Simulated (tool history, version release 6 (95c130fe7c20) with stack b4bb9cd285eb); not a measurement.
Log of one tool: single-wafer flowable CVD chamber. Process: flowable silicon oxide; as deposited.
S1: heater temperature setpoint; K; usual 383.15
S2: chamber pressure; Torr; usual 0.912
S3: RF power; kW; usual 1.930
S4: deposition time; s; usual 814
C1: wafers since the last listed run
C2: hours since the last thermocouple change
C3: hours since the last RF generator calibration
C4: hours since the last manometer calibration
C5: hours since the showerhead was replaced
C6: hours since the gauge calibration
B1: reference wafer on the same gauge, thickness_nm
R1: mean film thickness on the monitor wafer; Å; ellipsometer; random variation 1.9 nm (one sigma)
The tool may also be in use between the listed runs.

run	day	S1	S2	S3	S4	C1	C2	C3	C4	C5	C6	B1	R1
1	0.000	383.15	1.003	1.930	814	0	645.8	988.2	1645.4	4462.7	4.3	328.267	4428.20
2	4.088	383.15	0.769	1.930	814	302	743.9	1086.3	1743.5	4560.8	102.4	327.809	3372.20
3	7.692	383.15	0.769	1.930	814	266	830.4	1172.8	1830.0	4647.3	188.9	328.357	3336.04
4	10.633	383.15	0.912	1.930	814	217	901.0	1243.4	1900.6	4717.9	259.5	327.738	3988.43
5	13.783	383.15	0.912	1.930	814	233	976.6	1319.0	1976.2	4793.5	335.1	327.970	4010.90
6	16.488	383.15	0.912	1.930	814	200	1041.5	1383.9	2041.1	4858.4	400.0	327.878	3984.46
7	19.750	383.15	0.912	1.930	814	241	1119.8	1462.2	2119.4	4936.7	478.3	327.728	3988.11
# day 20.188: thermocouple changed; heater temperature recalibrated
8	22.696	383.15	0.912	1.930	814	193	60.2	1532.9	2190.1	5007.4	549.0	328.005	3993.75
# day 23.571: showerhead replaced
9	25.908	383.15	0.770	1.930	814	212	137.3	1610.0	2267.2	56.1	626.1	328.057	3383.55
10	27.912	383.15	0.770	1.930	814	148	185.4	1658.1	2315.3	104.2	674.2	327.866	3372.88
11	29.658	383.15	0.912	1.770	814	129	227.3	1700.0	2357.2	146.1	716.1	328.241	3889.16
# day 31.504: capacitance manometer re-zeroed and calibrated
12	35.575	383.15	0.912	1.770	814	413	369.3	1842.0	97.7	288.1	858.1	328.124	3890.79
# day 37.750: RF generator calibrated
13	38.750	383.15	0.912	1.930	773	210	445.5	24.0	173.9	364.3	934.3	328.084	3806.40
14	41.508	383.15	0.912	1.930	814	204	511.7	90.2	240.1	430.5	1000.5	328.236	4005.28
15	43.738	375.15	0.912	2.045	766	164	565.2	143.7	293.6	484.0	1054.0	327.828	5158.15
16	47.483	383.15	0.912	1.930	752	277	655.1	233.6	383.5	573.9	1143.9	327.962	3721.69
17	49.929	383.15	0.848	1.930	946	180	713.8	292.3	442.2	632.6	1202.6	328.232	4307.60
18	54.408	394.15	0.912	1.930	709	331	821.3	399.8	549.7	740.1	1310.1	328.101	2366.97
19	57.729	383.15	0.912	1.930	814	245	901.0	479.5	629.4	819.8	1389.8	328.087	3995.83
20	61.554	383.15	0.912	1.930	814	282	992.8	571.3	721.2	911.6	1481.6	328.089	3972.50
# day 62.471: thermocouple changed; heater temperature recalibrated
21	63.404	379.15	0.912	2.310	814	112	22.4	615.7	765.6	956.0	1526.0	328.084	4793.70
# day 64.233: gauge calibrated
22	66.304	392.15	0.987	1.770	769	214	92.0	685.3	835.2	1025.6	49.7	327.603	2965.40
23	69.238	392.15	1.128	1.930	814	216	162.4	755.7	905.6	1096.0	120.1	327.924	3623.42
24	73.204	397.15	0.912	1.930	759	293	257.6	850.9	1000.8	1191.2	215.3	327.912	2325.54
25	75.858	383.15	0.774	2.200	672	196	321.3	914.6	1064.5	1254.9	279.0	327.956	2879.53
26	78.750	383.15	0.789	1.570	742	213	390.7	984.0	1133.9	1324.3	348.4	328.140	3040.53
27	81.850	390.15	0.727	1.930	814	229	465.1	1058.4	1208.3	1398.7	422.8	328.301	2469.99
28	83.383	397.15	0.912	1.930	759	113	501.9	1095.2	1245.1	1435.5	459.6	328.248	2345.62
29	85.233	383.15	0.912	1.930	960	136	546.3	1139.6	1289.5	1479.9	504.0	327.617	4715.88

Hidden state at the last listed run before each entry between runs and at the first one after, where it differs:
Between runs 7 and 8: thermocouple changed; heater temperature recalibrated (day 20.188)
  no hidden state differs between the two runs
Between runs 8 and 9: showerhead replaced (day 23.571)
  no hidden state differs between the two runs
Between runs 11 and 12: capacitance manometer re-zeroed and calibrated (day 31.504)
  no hidden state differs between the two runs
Between runs 12 and 13: RF generator calibrated (day 37.750)
  no hidden state differs between the two runs
Between runs 20 and 21: thermocouple changed; heater temperature recalibrated (day 62.471)
  no hidden state differs between the two runs
Between runs 21 and 22: gauge calibrated (day 64.233)
  no hidden state differs between the two runs
